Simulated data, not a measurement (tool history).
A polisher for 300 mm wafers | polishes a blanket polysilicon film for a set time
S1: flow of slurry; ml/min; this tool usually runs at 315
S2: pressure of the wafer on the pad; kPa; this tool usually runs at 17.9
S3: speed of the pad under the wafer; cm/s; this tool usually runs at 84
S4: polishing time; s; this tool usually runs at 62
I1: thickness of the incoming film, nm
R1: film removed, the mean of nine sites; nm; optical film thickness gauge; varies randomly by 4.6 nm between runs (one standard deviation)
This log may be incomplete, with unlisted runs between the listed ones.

run	hour	S1	S2	S3	S4	I1	R1
1	0	315	17.9	68	62	2193	421.6
# hour 28.8: worn pad replaced by a new one
2	35.7	315	17.9	68	62	2154.5	436
3	70.2	315	17.9	84	62	2122.2	493.1
4	94.5	315	17.9	84	62	2138.4	482.3
5	126.5	315	17.9	84	62	2188.4	495.2
# hour 140.3: worn pad replaced by a new one
6	146.1	315	17.9	84	62	2203.5	521.9
# hour 161: head pressure recalibrated
7	168.9	250	17.9	84	62	2196.8	449.6
# hour 179.4: slurry nozzle cleaned
8	203.9	315	17.9	84	62	2192	447.3
9	225.5	315	20	84	62	2153.7	505.3
# hour 246.7: worn pad replaced by a new one
10	255.9	215	23.4	64	51	2195.8	396.7
11	271.2	315	11.7	64	54	2186.1	220.1
12	290	315	17.9	84	62	2178.4	473.7
13	305	420	17.9	68	62	2150.6	414.4
14	322.2	375	17.9	84	62	2141.9	479.4

Forecast each of these 4 alternatives for the next run:
A	322.6	315	13.8	84	62	2175.6	?
B	322.6	230	17.9	84	62	2175.6	?
C	322.6	315	15.2	84	62	2175.6	?
D	322.6	225	20.7	68	56	2175.6	?

run	R1
A	367.6
B	464.8
C	404.3
D	410.5
What these runs would have given with no unlogged condition in the tool:
run	R1
A	361
B	456.5
C	397.1
D	403.2

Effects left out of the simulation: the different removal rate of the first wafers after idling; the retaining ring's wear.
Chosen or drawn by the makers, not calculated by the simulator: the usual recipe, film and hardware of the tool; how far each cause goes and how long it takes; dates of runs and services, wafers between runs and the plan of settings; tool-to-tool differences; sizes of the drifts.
